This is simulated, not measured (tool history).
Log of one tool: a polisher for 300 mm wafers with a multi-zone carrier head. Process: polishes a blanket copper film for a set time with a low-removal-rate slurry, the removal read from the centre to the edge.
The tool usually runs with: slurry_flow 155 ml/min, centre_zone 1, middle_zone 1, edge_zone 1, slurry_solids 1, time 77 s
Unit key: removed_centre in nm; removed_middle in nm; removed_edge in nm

run	day	slurry_flow	centre_zone	middle_zone	edge_zone	slurry_solids	time	incoming thickness of the incoming film, nm	removed_centre	removed_middle	removed_edge
1	0	155	1	1	1	1	61	844.7	126.2	121.5	116.9
# day 0.071: slurry nozzle cleaned
2	3.358	155	1	1	1	1	77	851.7	162.1	155.2	146.9
3	7.729	155	1	1	1	1	77	850.8	164.5	155.5	147.5
# day 8.375: worn pad replaced by a new one
4	11.117	155	1	1	1	1	77	840	165	151.7	149.7
5	14.312	155	1	1	1	1	77	841.1	165.6	155.2	147.2
6	17.738	155	1	1	1	1	77	846.9	167.4	153.9	149.5
# day 18.15: worn pad replaced by a new one
7	20.104	155	1	1	1	1	77	838.8	166.5	156	148.4
# day 21.779: edge zone pressure recalibrated
8	23.383	155	1	1	1	1	77	859	167.4	153.9	149.5
9	25.296	155	1	1	1	1	77	852.9	167.5	157.6	147.8
10	27.642	155	0.91	0.89	1.12	0.75	77	852.4	143.4	129.2	145.6
# day 29.762: worn pad replaced by a new one
# day 29.879: centre zone pressure recalibrated
11	30.821	155	1	1	1	1	77	836.4	158.9	151.7	146.5
# day 31.975: slurry nozzle cleaned
12	34.412	155	1	1	1	1.1	77	833.7	166.2	158.2	150.6
13	37.238	155	1.09	0.94	0.91	1	77	856.7	178.8	146.8	142.1
# day 39.392: worn pad replaced by a new one
14	40.246	155	0.91	0.89	1.12	0.75	77	848.3	139.5	132.6	147.5
# day 41.754: carrier head's membrane replaced by a new one
15	43.521	105	0.93	0.93	1	1	92	854.2	167.9	160.5	169
16	47.471	155	0.93	1	1	1	77	841	156.5	155.5	150.1
# day 49.412: worn pad replaced by a new one
17	51.008	155	1	1	1	1	99	851.3	219	199.9	189.7
18	53.962	130	0.9	1	1	1.15	77	853.3	149.9	154	149.5

Some steps in removed_centre, run to run, broken into two amounts with sign: the step expected even without the hidden condition (settings, incoming material, random variation), and the rest, left for the hidden condition together with whatever gauge scatter is not in both the measured and the hidden-condition-free result:
Hidden state at play: removal rate lost through wear of the pad, %; slurry flow missing at the pad, %; deviation of the centre zone's pressure from its setpoint, %; deviation of the edge zone's pressure from its setpoint, %.
Run 10 -> 11: centre_zone 0.91 -> 1, middle_zone 0.89 -> 1, edge_zone 1.12 -> 1, slurry_solids 0.75 -> 1, worn pad replaced by a new one, centre zone pressure recalibrated. removed_centre +15.5 nm: hidden state -5.9, all else +21.4.
Run 17 -> 18: slurry_flow 155 -> 130, centre_zone 1 -> 0.9, slurry_solids 1 -> 1.15, time 99 -> 77. removed_centre -69.1 nm: hidden state -3.7, all else -65.4.

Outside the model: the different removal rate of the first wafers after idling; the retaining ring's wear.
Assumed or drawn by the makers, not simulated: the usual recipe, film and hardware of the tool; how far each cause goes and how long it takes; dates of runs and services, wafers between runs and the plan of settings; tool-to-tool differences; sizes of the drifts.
